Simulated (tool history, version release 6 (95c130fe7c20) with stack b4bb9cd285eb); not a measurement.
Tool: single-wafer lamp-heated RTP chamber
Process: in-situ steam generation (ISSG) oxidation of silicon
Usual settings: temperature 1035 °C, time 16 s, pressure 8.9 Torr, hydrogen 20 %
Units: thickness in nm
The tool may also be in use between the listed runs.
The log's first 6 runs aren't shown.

run   hour  temperature  time  pressure  hydrogen  wafers since the last listed run  wafers since the last pyrometer calibration  hours since the pressure gauge was zeroed  hours since the hydrogen flow controller was replaced  hours since the gauge calibration  read-back reference wafer on the same gauge, thickness  thickness
  7  133.0         1035    16       8.9        20                               369                                         5916                                      233.0                                                 3409.8                              132.7                                                   5.418      5.214
  8  150.7         1035    20       8.4        20                               245                                         6162                                      250.7                                                 3427.5                              150.4                                                   5.429      5.875
  9  177.0         1035    16       8.3        30                               365                                         6527                                      277.0                                                 3453.8                              176.7                                                   5.425      5.811
 10  194.2         1024    18       8.9        23                               239                                         6766                                      294.2                                                 3471.0                              193.9                                                   5.418      5.438
 11  227.2         1054    18       8.3        20                               458                                         7225                                      327.2                                                 3504.0                              226.9                                                   5.420      6.131
 12  276.8         1016    22      10.0        20                               689                                         7914                                      376.8                                                 3553.6                              276.5                                                   5.417      5.483
 13  310.6         1035    12       8.9        20                               469                                         8384                                      410.6                                                 3587.4                              310.3                                                   5.418      4.536
     389.1  -- pyrometer window cleaned and pyrometer calibrated
     413.3  -- hydrogen flow controller replaced
 14  413.8         1020    10       7.5        20                              1211                                          232                                      513.8                                                    0.5                              413.5                                                   5.420      3.891
 15  458.5         1016    16       8.3        20                               621                                          853                                      558.5                                                   45.2                              458.2                                                   5.416      4.780
 16  485.6         1028    13       9.5        20                               376                                         1230                                      585.6                                                   72.3                              485.3                                                   5.421      4.462
 17  505.9         1035    16      10.2        15                               282                                         1512                                      605.9                                                   92.6                              505.6                                                   5.419      4.762
 18  524.6         1047    19      10.2        15                               259                                         1772                                      624.6                                                  111.3                              524.3                                                   5.423      5.541
 19  542.5         1035    16       8.9        20                               248                                         2020                                      642.5                                                  129.2                              542.2                                                   5.421      5.191
 20  572.8         1021    16       8.9        20                               421                                         2441                                      672.8                                                  159.5                              572.5                                                   5.419      4.854
 21  586.6         1016    16       8.9        20                               191                                         2633                                      686.6                                                  173.3                              586.3                                                   5.417      4.736
 22  620.2         1035    13       9.8        20                               466                                         3100                                      720.2                                                  206.9                              619.9                                                   5.416      4.620
 23  652.4         1042    16       8.9        26                               447                                         3548                                      752.4                                                  239.1                              652.1                                                   5.419      5.693
 24  675.0         1035    19       8.4        12                               314                                         3862                                      775.0                                                  261.7                              674.7                                                   5.420      5.093
 25  710.0         1035    16       8.9        14                               486                                         4348                                      810.0                                                  296.7                              709.7                                                   5.415      4.820
 26  727.3         1035    16       8.9        20                               240                                         4588                                      827.3                                                  314.0                              727.0                                                   5.415      5.206
 27  745.9         1035    16       8.9        20                               258                                         4847                                      845.9                                                  332.6                              745.6                                                   5.421      5.231
 28  768.9         1035    20       8.9        23                               319                                         5167                                      868.9                                                  355.6                              768.6                                                   5.423      5.995
 29  794.4         1035    11       8.9        20                               354                                         5521                                      894.4                                                  381.1                              794.1                                                   5.425      4.333
 30  825.6         1035    16       8.9        20                               433                                         5954                                      925.6                                                  412.3                              825.3                                                   5.418      5.192

Forecast each of these 5 alternatives for the next run:
  A  826.0         1035    21       8.9        20                                 5                                         5960                                      926.0                                                  412.7                              825.7                                                       ?          ?
  B  826.0         1035    19       9.4        20                                 5                                         5960                                      926.0                                                  412.7                              825.7                                                       ?          ?
  C  826.0         1035    16       8.3        20                                 5                                         5960                                      926.0                                                  412.7                              825.7                                                       ?          ?
  D  826.0         1027    16       8.9        20                                 5                                         5960                                      926.0                                                  412.7                              825.7                                                       ?          ?
  E  826.0         1035    22       8.9        15                                 5                                         5960                                      926.0                                                  412.7                              825.7                                                       ?          ?

run  read-back reference wafer on the same gauge, thickness  thickness
  A                                                   5.419      5.967
  B                                                   5.419      5.635
  C                                                   5.419      5.226
  D                                                   5.419      5.007
  E                                                   5.419      5.743
Without the tool's hidden state the same runs would have given:
run  thickness
  A      5.846
  B      5.522
  C      5.126
  D      4.916
  E      5.625
